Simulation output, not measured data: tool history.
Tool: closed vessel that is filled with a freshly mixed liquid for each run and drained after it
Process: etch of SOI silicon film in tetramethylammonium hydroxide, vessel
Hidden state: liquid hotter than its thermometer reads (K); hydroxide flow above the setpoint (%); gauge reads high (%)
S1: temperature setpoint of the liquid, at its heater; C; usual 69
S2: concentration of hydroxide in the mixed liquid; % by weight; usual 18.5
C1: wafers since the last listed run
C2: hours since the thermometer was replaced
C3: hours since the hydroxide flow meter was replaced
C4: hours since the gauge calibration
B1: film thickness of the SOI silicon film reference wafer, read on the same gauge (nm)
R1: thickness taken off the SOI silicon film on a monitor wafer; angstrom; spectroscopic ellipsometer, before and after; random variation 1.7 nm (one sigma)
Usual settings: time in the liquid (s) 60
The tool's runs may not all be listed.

run 1 day=0 | S1=69 S2=18.5 time_in_the_liquid_(s)=60 | C1=0 C2=1251.2 C3=1967.6 C4=271.2 | B1=50.03 | R1=2715.8
run 2 day=1.975 | S1=69 S2=18.5 time_in_the_liquid_(s)=70 | C1=5016 C2=1298.6 C3=2015 C4=318.6 | B1=49.99 | R1=3162.9
run 3 day=4.321 | S1=69 S2=18.5 time_in_the_liquid_(s)=70 | C1=5958 C2=1354.9 C3=2071.3 C4=374.9 | B1=49.96 | R1=3153.3
run 4 day=6.812 | S1=69 S2=18.5 time_in_the_liquid_(s)=70 | C1=6329 C2=1414.7 C3=2131.1 C4=434.7 | B1=50.01 | R1=3143.8
run 5 day=7.858 | S1=64 S2=18.5 time_in_the_liquid_(s)=35 | C1=2656 C2=1439.8 C3=2156.2 C4=459.8 | B1=50 | R1=1158.5
run 6 day=9.45 | S1=64 S2=18.5 time_in_the_liquid_(s)=35 | C1=4043 C2=1478 C3=2194.4 C4=498 | B1=49.98 | R1=1164.1
run 7 day=10.621 | S1=69 S2=15 time_in_the_liquid_(s)=60 | C1=2974 C2=1506.1 C3=2222.5 C4=526.1 | B1=50.01 | R1=2972.2
run 8 day=11.954 | S1=69 S2=15 time_in_the_liquid_(s)=60 | C1=3386 C2=1538.1 C3=2254.5 C4=558.1 | B1=49.98 | R1=2928.3
run 9 day=14.142 | S1=69 S2=18.5 time_in_the_liquid_(s)=60 | C1=5556 C2=1590.6 C3=2307 C4=610.6 | B1=50 | R1=2683.5
run 10 day=16.317 | S1=69 S2=17.5 time_in_the_liquid_(s)=60 | C1=5524 C2=1642.8 C3=2359.2 C4=662.8 | B1=50 | R1=2748.9
-- day=17.517 hydroxide flow meter replaced
run 11 day=18.308 | S1=69 S2=17.5 time_in_the_liquid_(s)=60 | C1=4953 C2=1690.6 C3=19 C4=710.6 | B1=49.96 | R1=2903.3
run 12 day=20.488 | S1=69 S2=18.5 time_in_the_liquid_(s)=60 | C1=5535 C2=1742.9 C3=71.3 C4=762.9 | B1=49.98 | R1=2818.9
run 13 day=22.471 | S1=69 S2=18.5 time_in_the_liquid_(s)=60 | C1=5038 C2=1790.5 C3=118.9 C4=810.5 | B1=50.01 | R1=2814.6
run 14 day=24.867 | S1=69 S2=18.5 time_in_the_liquid_(s)=60 | C1=6085 C2=1848 C3=176.4 C4=868 | B1=50 | R1=2832.7
-- day=26.404 gauge calibrated
run 15 day=27.4 | S1=69 S2=18.5 time_in_the_liquid_(s)=60 | C1=6435 C2=1908.8 C3=237.2 C4=23.9 | B1=50.02 | R1=2833.5
run 16 day=29.021 | S1=69 S2=24 time_in_the_liquid_(s)=80 | C1=4117 C2=1947.7 C3=276.1 C4=62.8 | B1=50.01 | R1=3044.2
run 17 day=30.088 | S1=76.5 S2=22.5 time_in_the_liquid_(s)=75 | C1=2709 C2=1973.3 C3=301.7 C4=88.4 | B1=49.97 | R1=4754.8
run 18 day=32.838 | S1=62 S2=23 time_in_the_liquid_(s)=90 | C1=6985 C2=2039.3 C3=367.7 C4=154.4 | B1=50 | R1=2370.2
run 19 day=34.958 | S1=75 S2=16.5 time_in_the_liquid_(s)=60 | C1=5387 C2=2090.2 C3=418.6 C4=205.3 | B1=49.93 | R1=4176.1
-- day=35.075 thermometer replaced
run 20 day=35.971 | S1=65 S2=16.5 time_in_the_liquid_(s)=35 | C1=2466 C2=21.5 C3=442.9 C4=229.6 | B1=50.01 | R1=1361.1
run 21 day=37.8 | S1=69 S2=18.5 time_in_the_liquid_(s)=60 | C1=4646 C2=65.4 C3=486.8 C4=273.5 | B1=49.97 | R1=2801.9
run 22 day=40.646 | S1=73.5 S2=18.5 time_in_the_liquid_(s)=60 | C1=7228 C2=133.7 C3=555.1 C4=341.8 | B1=49.98 | R1=3621.1
run 23 day=42.525 | S1=69 S2=15 time_in_the_liquid_(s)=80 | C1=4773 C2=178.8 C3=600.2 C4=386.9 | B1=50 | R1=4079.7
run 24 day=45.038 | S1=74.5 S2=18.5 time_in_the_liquid_(s)=60 | C1=6382 C2=239.1 C3=660.5 C4=447.2 | B1=50.03 | R1=3816.8
run 25 day=47.492 | S1=69 S2=18.5 time_in_the_liquid_(s)=60 | C1=6233 C2=298 C3=719.4 C4=506.1 | B1=50.03 | R1=2796.6
run 26 day=49.2 | S1=66.5 S2=18.5 time_in_the_liquid_(s)=60 | C1=4339 C2=339 C3=760.4 C4=547.1 | B1=50.03 | R1=2398.3
run 27 day=50.896 | S1=69 S2=18.5 time_in_the_liquid_(s)=60 | C1=4307 C2=379.7 C3=801.1 C4=587.8 | B1=49.95 | R1=2783.9
run 28 day=52.079 | S1=66 S2=18.5 time_in_the_liquid_(s)=60 | C1=3005 C2=408.1 C3=829.5 C4=616.2 | B1=49.99 | R1=2324
run 29 day=53.808 | S1=72 S2=22 time_in_the_liquid_(s)=80 | C1=4392 C2=449.6 C3=871 C4=657.7 | B1=49.99 | R1=3947.3
run 30 day=56.688 | S1=69 S2=18.5 time_in_the_liquid_(s)=30 | C1=7313 C2=518.7 C3=940.1 C4=726.8 | B1=50.04 | R1=1392.2
run 31 day=58.117 | S1=69 S2=18.5 time_in_the_liquid_(s)=90 | C1=3630 C2=553 C3=974.4 C4=761.1 | B1=50.03 | R1=4163.4
run 32 day=59.333 | S1=69 S2=18.5 time_in_the_liquid_(s)=60 | C1=3090 C2=582.2 C3=1003.6 C4=790.3 | B1=50.05 | R1=2778
run 33 day=61.879 | S1=69 S2=18.5 time_in_the_liquid_(s)=60 | C1=6466 C2=643.3 C3=1064.7 C4=851.4 | B1=50.03 | R1=2768.3
run 34 day=62.95 | S1=64 S2=18.5 time_in_the_liquid_(s)=45 | C1=2720 C2=669 C3=1090.4 C4=877.1 | B1=49.96 | R1=1540.3

Forecast each of these 4 alternatives for the next run:
run A day=62.979 | S1=69 S2=22 time_in_the_liquid_(s)=60 | C1=74 C2=669.7 C3=1091.1 C4=877.8 | B1=? | R1=?
run B day=62.979 | S1=65 S2=13.5 time_in_the_liquid_(s)=90 | C1=74 C2=669.7 C3=1091.1 C4=877.8 | B1=? | R1=?
run C day=62.979 | S1=62.5 S2=18.5 time_in_the_liquid_(s)=60 | C1=74 C2=669.7 C3=1091.1 C4=877.8 | B1=? | R1=?
run D day=62.979 | S1=64.5 S2=21 time_in_the_liquid_(s)=60 | C1=74 C2=669.7 C3=1091.1 C4=877.8 | B1=? | R1=?

run=A B1=49.96 R1=2449.9
run=B B1=49.96 R1=3725.9
run=C B1=49.96 R1=1877.6
run=D B1=49.96 R1=1973.9
Without the tool's hidden state the same runs would have given:
run=A R1=2625.8
run=B R1=3843.4
run=C R1=1929.2
run=D R1=2055.5
